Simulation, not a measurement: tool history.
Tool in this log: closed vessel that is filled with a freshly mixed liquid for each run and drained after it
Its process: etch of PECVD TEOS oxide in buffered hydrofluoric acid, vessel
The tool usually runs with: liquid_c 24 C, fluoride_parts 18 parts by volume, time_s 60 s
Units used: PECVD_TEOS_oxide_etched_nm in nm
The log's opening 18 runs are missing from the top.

| run | hour | liquid_c | fluoride_parts | time_s | wafers since the last listed run | hours since the thermometer was replaced | hours since the hydrofluoric acid flow meter was replaced | hours since the gauge calibration | read-back film thickness of the PECVD TEOS oxide reference wafer, read on the same gauge (nm) | PECVD_TEOS_oxide_etched_nm |
|---|---|---|---|---|---|---|---|---|---|---|
| 19 | 1000.7 | 21 | 13 | 60 | 1726 | 721.5 | 137.8 | 936.8 | 69.99 | 88.73 |
| 20 | 1038.2 | 24 | 18 | 60 | 2500 | 759 | 175.3 | 974.3 | 69.98 | 74.95 |
| 21 | 1098 | 24 | 18 | 60 | 3986 | 818.8 | 235.1 | 1034.1 | 70.01 | 76.66 |
| 22 | 1126.2 | 24 | 11 | 70 | 1880 | 847 | 263.3 | 1062.3 | 69.97 | 142.75 |
| 23 | 1165.7 | 20 | 18 | 60 | 2633 | 886.5 | 302.8 | 1101.8 | 70.02 | 60.88 |
| 24 | 1203.3 | 19.5 | 23 | 35 | 2506 | 924.1 | 340.4 | 1139.4 | 70.01 | 28.33 |
| 25 | 1229.2 | 24 | 18 | 60 | 1726 | 950 | 366.3 | 1165.3 | 69.99 | 76.54 |
| 26 | 1281.2 | 24 | 22 | 60 | 3466 | 1002 | 418.3 | 1217.3 | 69.99 | 65.23 |
| 27 | 1352.8 | 24 | 20.5 | 45 | 4773 | 1073.6 | 489.9 | 1288.9 | 69.98 | 51.56 |
| 28 | 1394.6 | 24 | 21 | 70 | 2786 | 1115.4 | 531.7 | 1330.7 | 70.01 | 78.4 |
| 29 | 1436.2 | 28 | 18 | 30 | 2773 | 1157 | 573.3 | 1372.3 | 70.01 | 48.17 |
| 30 | 1498.6 | 24 | 18 | 60 | 4160 | 1219.4 | 635.7 | 1434.7 | 69.98 | 77.87 |
| 31 | 1553.9 | 22.5 | 15 | 60 | 3686 | 1274.7 | 691 | 1490 | 70.01 | 86.33 |
| 32 | 1598 | 24 | 22 | 40 | 2940 | 1318.8 | 735.1 | 1534.1 | 69.99 | 43.71 |
| 33 | 1660.3 | 24 | 18 | 60 | 4153 | 1381.1 | 797.4 | 1596.4 | 70 | 78.26 |

Branching from run 33: 4 alternative next runs. What would each branch give?
| A | 1661 | 24 | 21.5 | 60 | 46 | 1381.8 | 798.1 | 1597.1 | ? | ? |
| B | 1661 | 22.5 | 20 | 60 | 46 | 1381.8 | 798.1 | 1597.1 | ? | ? |
| C | 1661 | 28 | 18 | 60 | 46 | 1381.8 | 798.1 | 1597.1 | ? | ? |
| D | 1661 | 24 | 13 | 30 | 46 | 1381.8 | 798.1 | 1597.1 | ? | ? |

| run | read-back film thickness of the PECVD TEOS oxide reference wafer, read on the same gauge (nm) | PECVD_TEOS_oxide_etched_nm |
|---|---|---|
| A | 70.01 | 67.91 |
| B | 70.01 | 65.77 |
| C | 70.01 | 98.07 |
| D | 70.01 | 54.5 |
Without the tool's unlogged condition, the same runs would have read:
| run | PECVD_TEOS_oxide_etched_nm |
|---|---|
| A | 62.47 |
| B | 60.46 |
| C | 90.42 |
| D | 50.15 |

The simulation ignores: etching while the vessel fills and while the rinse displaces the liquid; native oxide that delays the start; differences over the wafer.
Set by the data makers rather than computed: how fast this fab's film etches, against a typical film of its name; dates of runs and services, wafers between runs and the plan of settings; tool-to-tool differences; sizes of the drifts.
